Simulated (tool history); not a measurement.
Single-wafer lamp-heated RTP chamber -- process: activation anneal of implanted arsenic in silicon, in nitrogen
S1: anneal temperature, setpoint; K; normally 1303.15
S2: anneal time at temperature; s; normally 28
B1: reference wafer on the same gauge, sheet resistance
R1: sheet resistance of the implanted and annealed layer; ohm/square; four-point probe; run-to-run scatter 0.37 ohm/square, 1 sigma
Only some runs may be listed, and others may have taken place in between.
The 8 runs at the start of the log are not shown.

run   hour       S1  S2      B1      R1
  9  190.8  1303.15  28  225.09  198.43
 10  208.7  1303.15  28  224.96  198.41
 11  222.2  1303.15  36  224.93  195.40
 12  268.8  1303.15  36  224.99  194.40
 13  284.2  1303.15  28  225.11  197.52
 14  295.2  1303.15  28  225.02  197.79
 15  312.8  1303.15  28  224.95  197.93
 16  326.5  1303.15  32  224.95  195.97
     340.4  -- reflector plate cleaned
 17  340.9  1303.15  32  224.93  199.01
 18  342.9  1303.15  32  225.00  198.45
 19  352.0  1322.15  23  224.93  196.50
 20  366.9  1322.15  23  224.93  195.66

What does the tool deliver on the next run?
 21  375.3  1331.15  24   ?   ?

Run 21 measured B1 224.99, R1 192.79 ohm/square.
If the tool had no hidden condition, the same run with the same run-to-run variation would have returned R1 195.96 ohm/square.
